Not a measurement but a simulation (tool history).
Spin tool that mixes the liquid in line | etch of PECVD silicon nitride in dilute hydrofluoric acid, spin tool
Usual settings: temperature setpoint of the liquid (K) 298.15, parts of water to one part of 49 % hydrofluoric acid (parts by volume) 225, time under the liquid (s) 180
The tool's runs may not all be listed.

run	hour	temperature setpoint of the liquid (K)	parts of water to one part of 49 % hydrofluoric acid (parts by volume)	time under the liquid (s)	read-back film thickness of the PECVD silicon nitride reference wafer, read on the same gauge (nm)	thickness taken off the PECVD silicon nitride on a monitor wafer (nm)
1	0	302.15	225	180	79.999	2.187
2	32.3	302.15	225	180	80.001	2.176
3	51.1	298.15	225	180	79.988	1.731
4	85.2	298.15	225	180	80	1.75
5	102.6	297.15	225	180	79.969	1.709
6	153.9	297.15	225	180	79.983	1.629
7	176.9	297.15	225	180	79.994	1.644
8	210	298.15	150	180	79.976	2.618
9	241.3	298.15	150	180	79.978	2.644
10	273.3	299.65	225	180	80.006	1.946
# hour 285.1: gauge calibrated
11	290.4	299.65	225	180	79.992	1.967

Run 12 comes next. What will it give?
12	364.6	298.15	150	180	?	?

Run 12 gave read-back film thickness of the PECVD silicon nitride reference wafer, read on the same gauge (nm) 80.005, thickness taken off the PECVD silicon nitride on a monitor wafer (nm) 2.673.
Without the tool's hidden state the same run would have given thickness taken off the PECVD silicon nitride on a monitor wafer (nm) 2.431.
